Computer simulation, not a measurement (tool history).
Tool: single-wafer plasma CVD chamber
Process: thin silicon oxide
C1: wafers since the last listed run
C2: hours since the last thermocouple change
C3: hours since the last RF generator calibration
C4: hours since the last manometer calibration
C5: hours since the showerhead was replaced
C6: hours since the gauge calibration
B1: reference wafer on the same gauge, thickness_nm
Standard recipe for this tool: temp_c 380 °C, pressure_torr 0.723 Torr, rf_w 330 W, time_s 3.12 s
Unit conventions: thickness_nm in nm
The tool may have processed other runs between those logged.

{"run": 1, "hour": 0.0, "temp_c": 380, "pressure_torr": 0.723, "rf_w": 330, "time_s": 3.12, "C1": 0, "C2": 1367.4, "C3": 528, "C4": 707.1, "C5": 6419.8, "C6": 40.6, "B1": 6.742, "thickness_nm": 6.106}
{"run": 2, "hour": 50.2, "temp_c": 380, "pressure_torr": 0.723, "rf_w": 330, "time_s": 3.12, "C1": 923, "C2": 1417.6, "C3": 578.2, "C4": 757.3, "C5": 6470, "C6": 90.8, "B1": 6.749, "thickness_nm": 6.101}
{"run": 3, "hour": 95.8, "temp_c": 380, "pressure_torr": 0.723, "rf_w": 330, "time_s": 3.12, "C1": 839, "C2": 1463.2, "C3": 623.8, "C4": 802.9, "C5": 6515.6, "C6": 136.4, "B1": 6.739, "thickness_nm": 6.009}
{"run": 4, "hour": 170.7, "temp_c": 380, "pressure_torr": 0.723, "rf_w": 330, "time_s": 3.12, "C1": 1378, "C2": 1538.1, "C3": 698.7, "C4": 877.8, "C5": 6590.5, "C6": 211.3, "B1": 6.732, "thickness_nm": 6.068}
{"run": 5, "hour": 262.2, "temp_c": 380, "pressure_torr": 0.723, "rf_w": 330, "time_s": 3.12, "C1": 1683, "C2": 1629.6, "C3": 790.2, "C4": 969.3, "C5": 6682, "C6": 302.8, "B1": 6.745, "thickness_nm": 6.018}
{"run": 6, "hour": 368.3, "temp_c": 380, "pressure_torr": 0.723, "rf_w": 330, "time_s": 3.12, "C1": 1952, "C2": 1735.7, "C3": 896.3, "C4": 1075.4, "C5": 6788.1, "C6": 408.9, "B1": 6.726, "thickness_nm": 6.051}
{"run": 7, "hour": 411.2, "temp_c": 380, "pressure_torr": 0.723, "rf_w": 330, "time_s": 3.12, "C1": 789, "C2": 1778.6, "C3": 939.2, "C4": 1118.3, "C5": 6831, "C6": 451.8, "B1": 6.737, "thickness_nm": 6.013}
{"run": 8, "hour": 474.5, "temp_c": 380, "pressure_torr": 0.723, "rf_w": 330, "time_s": 3.12, "C1": 1164, "C2": 1841.9, "C3": 1002.5, "C4": 1181.6, "C5": 6894.3, "C6": 515.1, "B1": 6.73, "thickness_nm": 6.021}
{"run": 9, "hour": 547.4, "temp_c": 380, "pressure_torr": 0.833, "rf_w": 330, "time_s": 3.12, "C1": 1341, "C2": 1914.8, "C3": 1075.4, "C4": 1254.5, "C5": 6967.2, "C6": 588, "B1": 6.748, "thickness_nm": 6.845}
{"run": 10, "hour": 586.6, "temp_c": 386, "pressure_torr": 0.789, "rf_w": 330, "time_s": 3.12, "C1": 721, "C2": 1954, "C3": 1114.6, "C4": 1293.7, "C5": 7006.4, "C6": 627.2, "B1": 6.733, "thickness_nm": 6.451}
{"hour": 610.1, "done": "capacitance manometer re-zeroed and calibrated"}
{"hour": 643.0, "done": "thermocouple changed; heater temperature recalibrated"}
{"hour": 659.9, "done": "RF generator calibrated"}
{"run": 11, "hour": 687.3, "temp_c": 380, "pressure_torr": 0.723, "rf_w": 330, "time_s": 3.12, "C1": 1411, "C2": 44.3, "C3": 27.4, "C4": 77.2, "C5": 7107.1, "C6": 727.9, "B1": 6.73, "thickness_nm": 6.15}
{"hour": 716.4, "done": "showerhead replaced"}
{"run": 12, "hour": 730.3, "temp_c": 380, "pressure_torr": 0.723, "rf_w": 330, "time_s": 3.73, "C1": 644, "C2": 87.3, "C3": 70.4, "C4": 120.2, "C5": 13.9, "C6": 770.9, "B1": 6.735, "thickness_nm": 7.383}
{"run": 13, "hour": 970.4, "temp_c": 392, "pressure_torr": 0.723, "rf_w": 345, "time_s": 2.68, "C1": 4418, "C2": 327.4, "C3": 310.5, "C4": 360.3, "C5": 254, "C6": 1011, "B1": 6.738, "thickness_nm": 5.271}
{"hour": 979.7, "done": "gauge calibrated"}
{"run": 14, "hour": 1022.7, "temp_c": 380, "pressure_torr": 0.723, "rf_w": 330, "time_s": 3.12, "C1": 962, "C2": 379.7, "C3": 362.8, "C4": 412.6, "C5": 306.3, "C6": 43, "B1": 6.755, "thickness_nm": 6.084}
{"run": 15, "hour": 1082.1, "temp_c": 387, "pressure_torr": 0.723, "rf_w": 330, "time_s": 3.12, "C1": 1093, "C2": 439.1, "C3": 422.2, "C4": 472, "C5": 365.7, "C6": 102.4, "B1": 6.744, "thickness_nm": 6.085}
{"run": 16, "hour": 1123.8, "temp_c": 380, "pressure_torr": 0.723, "rf_w": 330, "time_s": 3.12, "C1": 767, "C2": 480.8, "C3": 463.9, "C4": 513.7, "C5": 407.4, "C6": 144.1, "B1": 6.732, "thickness_nm": 6.108}
{"run": 17, "hour": 1208.7, "temp_c": 380, "pressure_torr": 0.723, "rf_w": 330, "time_s": 3.12, "C1": 1562, "C2": 565.7, "C3": 548.8, "C4": 598.6, "C5": 492.3, "C6": 229, "B1": 6.746, "thickness_nm": 6.118}
{"run": 18, "hour": 1316.5, "temp_c": 380, "pressure_torr": 0.723, "rf_w": 355, "time_s": 3.12, "C1": 1983, "C2": 673.5, "C3": 656.6, "C4": 706.4, "C5": 600.1, "C6": 336.8, "B1": 6.736, "thickness_nm": 6.188}
{"run": 19, "hour": 1404.0, "temp_c": 380, "pressure_torr": 0.723, "rf_w": 310, "time_s": 3.12, "C1": 1610, "C2": 761, "C3": 744.1, "C4": 793.9, "C5": 687.6, "C6": 424.3, "B1": 6.74, "thickness_nm": 5.955}

What if the next run were any one of these 3? Each begins from the tool's condition after run 19:
{"run": "A", "hour": 1404.4, "temp_c": 380, "pressure_torr": 0.723, "rf_w": 330, "time_s": 3.3, "C1": 7, "C2": 761.4, "C3": 744.5, "C4": 794.3, "C5": 688, "C6": 424.7, "B1": "?", "thickness_nm": "?"}
{"run": "B", "hour": 1404.4, "temp_c": 380, "pressure_torr": 0.594, "rf_w": 330, "time_s": 2.92, "C1": 7, "C2": 761.4, "C3": 744.5, "C4": 794.3, "C5": 688, "C6": 424.7, "B1": "?", "thickness_nm": "?"}
{"run": "C", "hour": 1404.4, "temp_c": 380, "pressure_torr": 0.884, "rf_w": 330, "time_s": 3.12, "C1": 7, "C2": 761.4, "C3": 744.5, "C4": 794.3, "C5": 688, "C6": 424.7, "B1": "?", "thickness_nm": "?"}

run=A B1=6.747 thickness_nm=6.397
run=B B1=6.747 thickness_nm=4.626
run=C B1=6.747 thickness_nm=7.258
Stripped of hidden state, with their random variation kept, the same runs would have yielded:
run=A thickness_nm=6.514
run=B thickness_nm=4.71
run=C thickness_nm=7.39
